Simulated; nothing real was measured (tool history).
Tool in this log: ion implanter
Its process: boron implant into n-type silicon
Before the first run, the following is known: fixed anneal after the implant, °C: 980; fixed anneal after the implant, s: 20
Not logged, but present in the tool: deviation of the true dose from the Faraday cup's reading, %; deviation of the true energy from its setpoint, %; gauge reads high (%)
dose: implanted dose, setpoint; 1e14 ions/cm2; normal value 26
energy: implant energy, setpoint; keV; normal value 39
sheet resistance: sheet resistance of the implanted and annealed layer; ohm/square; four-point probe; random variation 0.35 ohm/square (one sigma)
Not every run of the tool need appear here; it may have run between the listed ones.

| run | hour | dose | energy | wafers since the last listed run | hours since the last dose calibration | hours since the extraction supply was calibrated | hours since the gauge calibration | read-back reference wafer on the same gauge, sheet resistance | sheet resistance |
|---|---|---|---|---|---|---|---|---|---|
| 1 | 0 | 26 | 39 | 0 | 736.8 | 5644.8 | 161.7 | 71.93 | 64.1 |
| 2 | 34.7 | 26 | 39 | 1143 | 771.5 | 5679.5 | 196.4 | 71.88 | 64.64 |
| 3 | 53.5 | 26 | 39 | 619 | 790.3 | 5698.3 | 215.2 | 71.91 | 63.87 |
| 4 | 71.5 | 26 | 39 | 593 | 808.3 | 5716.3 | 233.2 | 71.92 | 64.12 |
| 5 | 104.3 | 26 | 39 | 1081 | 841.1 | 5749.1 | 266 | 72.05 | 63.98 |
| 6 | 139.7 | 26 | 39 | 1166 | 876.5 | 5784.5 | 301.4 | 71.95 | 64.47 |
| 7 | 166.4 | 26 | 39 | 880 | 903.2 | 5811.2 | 328.1 | 72.03 | 63.96 |
| 8 | 199.2 | 26 | 39 | 1081 | 936 | 5844 | 360.9 | 71.97 | 64.18 |
| 9 | 222.9 | 20.17 | 39 | 781 | 959.7 | 5867.7 | 384.6 | 71.96 | 73.53 |
| 10 | 256.3 | 20.17 | 39 | 1100 | 993.1 | 5901.1 | 418 | 71.98 | 73.95 |
|  | 285.2 | extraction supply calibrated |
| 11 | 285.7 | 23.64 | 39 | 705 | 1022.5 | 0.5 | 447.4 | 71.97 | 67.59 |
| 12 | 306.9 | 26 | 47.5 | 698 | 1043.7 | 21.7 | 468.6 | 71.79 | 61.65 |
| 13 | 330.4 | 26 | 47.5 | 774 | 1067.2 | 45.2 | 492.1 | 71.94 | 62.77 |
| 14 | 352.8 | 26 | 47.5 | 738 | 1089.6 | 67.6 | 514.5 | 71.86 | 62.62 |
| 15 | 374.5 | 26 | 39 | 715 | 1111.3 | 89.3 | 536.2 | 71.85 | 63.36 |
| 16 | 396.1 | 26 | 39 | 711 | 1132.9 | 110.9 | 557.8 | 71.96 | 63.6 |
| 17 | 432 | 28.36 | 35.5 | 1183 | 1168.8 | 146.8 | 593.7 | 71.9 | 61.77 |
| 18 | 455.2 | 26 | 39 | 764 | 1192 | 170 | 616.9 | 71.99 | 63.6 |
| 19 | 480.5 | 23.86 | 29 | 833 | 1217.3 | 195.3 | 642.2 | 71.81 | 70.45 |
| 20 | 534.6 | 20.55 | 27 | 1783 | 1271.4 | 249.4 | 696.3 | 71.92 | 77.17 |

What does the tool deliver on the next run?
|  | 555.4 | gauge calibrated |
| 21 | 569.1 | 23.63 | 35.5 | 1137 | 1305.9 | 283.9 | 13.7 | ? | ? |

Run 21 produced read-back reference wafer on the same gauge, sheet resistance 71.92, sheet resistance 68.15 ohm/square.
The same run, on a tool lacking any hidden state, would have yielded sheet resistance 68.15 ohm/square.

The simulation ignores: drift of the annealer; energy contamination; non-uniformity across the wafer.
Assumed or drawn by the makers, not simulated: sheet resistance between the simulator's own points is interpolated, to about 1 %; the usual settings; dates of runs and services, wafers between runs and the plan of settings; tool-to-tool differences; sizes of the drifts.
